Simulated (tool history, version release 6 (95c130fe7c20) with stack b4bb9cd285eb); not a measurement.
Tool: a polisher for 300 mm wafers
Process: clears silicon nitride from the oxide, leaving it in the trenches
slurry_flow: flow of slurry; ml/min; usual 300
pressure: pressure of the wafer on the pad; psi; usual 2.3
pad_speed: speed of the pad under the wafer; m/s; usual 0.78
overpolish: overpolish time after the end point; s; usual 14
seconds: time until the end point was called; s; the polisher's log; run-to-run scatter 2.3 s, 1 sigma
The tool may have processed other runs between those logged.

| run | day | slurry_flow | pressure | pad_speed | overpolish | wafers since the last listed run | wafers polished on this pad | hours since the slurry nozzle was cleaned | hours since the head pressure was calibrated | incoming thickness of the incoming film, nm | seconds |
|---|---|---|---|---|---|---|---|---|---|---|---|
| 1 | 0 | 300 | 2.3 | 0.78 | 14 | 0 | 454 | 144.7 | 1107.1 | 78.7 | 130.2 |
| 2 | 1.029 | 300 | 2.3 | 0.78 | 14 | 106 | 560 | 169.4 | 1131.8 | 79.6 | 126 |
| 3 | 1.746 | 300 | 2.3 | 0.78 | 14 | 74 | 635 | 186.6 | 1149 | 80 | 134.6 |
| 4 | 2.529 | 300 | 2.3 | 0.7 | 14 | 81 | 716 | 205.4 | 1167.8 | 79.4 | 144.5 |
|  | 3.35 | worn pad replaced by a new one |
| 5 | 3.371 | 300 | 2.3 | 0.84 | 14 | 69 | 2 | 225.6 | 1188 | 79.9 | 125.5 |
| 6 | 3.812 | 300 | 2.3 | 0.84 | 14 | 45 | 47 | 236.2 | 1198.6 | 80 | 123.8 |
| 7 | 4.808 | 300 | 2.3 | 0.78 | 14 | 103 | 150 | 260.1 | 1222.5 | 80.7 | 133.1 |
| 8 | 5.392 | 300 | 2.3 | 0.78 | 14 | 60 | 211 | 274.1 | 1236.5 | 79.6 | 132.5 |
| 9 | 6.05 | 300 | 2.3 | 0.78 | 14 | 68 | 279 | 289.9 | 1252.3 | 80.1 | 133.1 |
| 10 | 7.046 | 270 | 2.3 | 0.78 | 14 | 103 | 382 | 313.8 | 1276.2 | 79.6 | 131.6 |
| 11 | 8.338 | 300 | 2.3 | 0.78 | 14 | 133 | 516 | 344.8 | 1307.2 | 81.1 | 132.3 |
| 12 | 8.971 | 300 | 2.3 | 0.78 | 14 | 65 | 581 | 360 | 1322.4 | 79.9 | 131.6 |
| 13 | 10.275 | 300 | 2.3 | 0.78 | 14 | 135 | 716 | 391.3 | 1353.7 | 80 | 133.7 |
| 14 | 11.171 | 300 | 1.9 | 0.78 | 7 | 92 | 809 | 412.8 | 1375.2 | 80.3 | 157.4 |

For run 15, what comes out?
|  | 11.275 | head pressure recalibrated |
| 15 | 11.858 | 300 | 3 | 0.86 | 11 | 62 | 872 | 429.3 | 14 | 80.1 | ? |

seconds: 91.2 s
Minus the tool's unlogged condition, the same run would have read seconds 91.2 s.

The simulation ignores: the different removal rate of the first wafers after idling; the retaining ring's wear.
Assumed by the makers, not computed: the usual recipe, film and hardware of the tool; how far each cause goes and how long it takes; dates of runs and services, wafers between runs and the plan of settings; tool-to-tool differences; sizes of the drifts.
